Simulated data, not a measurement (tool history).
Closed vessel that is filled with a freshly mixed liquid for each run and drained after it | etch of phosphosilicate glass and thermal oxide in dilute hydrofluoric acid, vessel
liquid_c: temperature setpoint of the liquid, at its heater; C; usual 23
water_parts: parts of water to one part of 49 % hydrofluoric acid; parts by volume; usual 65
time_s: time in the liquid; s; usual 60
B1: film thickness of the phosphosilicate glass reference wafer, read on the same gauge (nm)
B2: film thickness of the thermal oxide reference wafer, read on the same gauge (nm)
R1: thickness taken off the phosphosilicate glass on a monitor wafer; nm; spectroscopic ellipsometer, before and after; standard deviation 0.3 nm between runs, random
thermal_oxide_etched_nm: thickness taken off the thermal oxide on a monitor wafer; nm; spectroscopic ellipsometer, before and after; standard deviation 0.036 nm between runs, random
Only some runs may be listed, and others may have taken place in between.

run 1 hour=0 | liquid_c=23 water_parts=65 time_s=60 | B1=99.16 B2=29.744 | R1=69.93 thermal_oxide_etched_nm=5.172
run 2 hour=29 | liquid_c=23 water_parts=65 time_s=60 | B1=99.08 B2=29.715 | R1=70.51 thermal_oxide_etched_nm=5.122
run 3 hour=47 | liquid_c=23 water_parts=60 time_s=60 | B1=99 B2=29.713 | R1=76.65 thermal_oxide_etched_nm=5.646
run 4 hour=78.5 | liquid_c=23 water_parts=60 time_s=60 | B1=98.88 B2=29.658 | R1=76.44 thermal_oxide_etched_nm=5.611
run 5 hour=110.8 | liquid_c=23 water_parts=65 time_s=60 | B1=98.78 B2=29.608 | R1=69.78 thermal_oxide_etched_nm=5.157
-- hour=134.4 thermometer replaced
run 6 hour=143.8 | liquid_c=23 water_parts=45 time_s=60 | B1=98.63 B2=29.603 | R1=103.37 thermal_oxide_etched_nm=7.664
run 7 hour=167.5 | liquid_c=23 water_parts=65 time_s=60 | B1=98.5 B2=29.559 | R1=70.07 thermal_oxide_etched_nm=5.136
run 8 hour=191.6 | liquid_c=19 water_parts=80 time_s=60 | B1=98.45 B2=29.515 | R1=47.03 thermal_oxide_etched_nm=3.463
-- hour=218.9 gauge calibrated
run 9 hour=219.3 | liquid_c=25 water_parts=65 time_s=40 | B1=100.02 B2=29.997 | R1=51.32 thermal_oxide_etched_nm=3.759
run 10 hour=249.9 | liquid_c=23 water_parts=75 time_s=85 | B1=99.99 B2=30.018 | R1=86.58 thermal_oxide_etched_nm=6.35
-- hour=274.7 hydrofluoric acid flow meter replaced
run 11 hour=284.5 | liquid_c=25.5 water_parts=35 time_s=60 | B1=100 B2=29.991 | R1=151.52 thermal_oxide_etched_nm=11.252
run 12 hour=313 | liquid_c=27.5 water_parts=90 time_s=80 | B1=99.94 B2=29.983 | R1=78.56 thermal_oxide_etched_nm=5.78
run 13 hour=327.1 | liquid_c=23 water_parts=95 time_s=75 | B1=99.93 B2=29.985 | R1=57.79 thermal_oxide_etched_nm=4.279
run 14 hour=362.5 | liquid_c=23 water_parts=65 time_s=75 | B1=99.91 B2=29.978 | R1=88.09 thermal_oxide_etched_nm=6.492
run 15 hour=389 | liquid_c=27.5 water_parts=90 time_s=80 | B1=99.92 B2=29.989 | R1=78.62 thermal_oxide_etched_nm=5.817
run 16 hour=404.4 | liquid_c=19.5 water_parts=40 time_s=30 | B1=99.86 B2=29.965 | R1=51.12 thermal_oxide_etched_nm=3.803
run 17 hour=432.7 | liquid_c=23 water_parts=45 time_s=30 | B1=99.82 B2=29.959 | R1=52 thermal_oxide_etched_nm=3.867
run 18 hour=452.5 | liquid_c=27 water_parts=45 time_s=60 | B1=99.78 B2=29.943 | R1=122.71 thermal_oxide_etched_nm=9.143
run 19 hour=472.8 | liquid_c=19.5 water_parts=50 time_s=70 | B1=99.78 B2=29.926 | R1=94.95 thermal_oxide_etched_nm=6.986
run 20 hour=494.9 | liquid_c=20 water_parts=75 time_s=40 | B1=99.65 B2=29.901 | R1=35.77 thermal_oxide_etched_nm=2.652
run 21 hour=541.8 | liquid_c=23 water_parts=40 time_s=60 | B1=99.57 B2=29.887 | R1=118.51 thermal_oxide_etched_nm=8.724
run 22 hour=569.5 | liquid_c=19.5 water_parts=50 time_s=70 | B1=99.48 B2=29.856 | R1=93.62 thermal_oxide_etched_nm=6.891
run 23 hour=625.9 | liquid_c=23 water_parts=40 time_s=75 | B1=99.39 B2=29.799 | R1=148.23 thermal_oxide_etched_nm=10.821
run 24 hour=643.2 | liquid_c=19.5 water_parts=65 time_s=60 | B1=99.29 B2=29.794 | R1=61.38 thermal_oxide_etched_nm=4.451
run 25 hour=664.5 | liquid_c=23 water_parts=65 time_s=60 | B1=99.18 B2=29.751 | R1=70.84 thermal_oxide_etched_nm=5.196

Below, each run's measurement less what the same run would have read without the hidden state. Both values contain the same run-to-run variation, but the gauge's scatter may not be the same in both:
The hidden state here: liquid colder than its thermometer reads (K); hydrofluoric acid flow below the setpoint (%); gauge reads high (%).
run=1 R1=-0.58 thermal_oxide_etched_nm=-0.044
run=2 R1=-0.66 thermal_oxide_etched_nm=-0.048
run=3 R1=-0.77 thermal_oxide_etched_nm=-0.057
run=4 R1=-0.86 thermal_oxide_etched_nm=-0.063
run=5 R1=-0.87 thermal_oxide_etched_nm=-0.065
run=6 R1=-1.44 thermal_oxide_etched_nm=-0.107
run=7 R1=-1.06 thermal_oxide_etched_nm=-0.077
run=8 R1=-0.76 thermal_oxide_etched_nm=-0.056
run=9 R1=+0.01 thermal_oxide_etched_nm=+0
run=10 R1=+0 thermal_oxide_etched_nm=+0
run=11 R1=-0.02 thermal_oxide_etched_nm=-0.001
run=12 R1=-0.02 thermal_oxide_etched_nm=-0.002
run=13 R1=-0.02 thermal_oxide_etched_nm=-0.002
run=14 R1=-0.07 thermal_oxide_etched_nm=-0.005
run=15 R1=-0.09 thermal_oxide_etched_nm=-0.006
run=16 R1=-0.07 thermal_oxide_etched_nm=-0.005
run=17 R1=-0.09 thermal_oxide_etched_nm=-0.007
run=18 R1=-0.26 thermal_oxide_etched_nm=-0.02
run=19 R1=-0.24 thermal_oxide_etched_nm=-0.018
run=20 R1=-0.11 thermal_oxide_etched_nm=-0.008
run=21 R1=-0.49 thermal_oxide_etched_nm=-0.037
run=22 R1=-0.46 thermal_oxide_etched_nm=-0.034
run=23 R1=-1 thermal_oxide_etched_nm=-0.072
run=24 R1=-0.45 thermal_oxide_etched_nm=-0.032
run=25 R1=-0.57 thermal_oxide_etched_nm=-0.042

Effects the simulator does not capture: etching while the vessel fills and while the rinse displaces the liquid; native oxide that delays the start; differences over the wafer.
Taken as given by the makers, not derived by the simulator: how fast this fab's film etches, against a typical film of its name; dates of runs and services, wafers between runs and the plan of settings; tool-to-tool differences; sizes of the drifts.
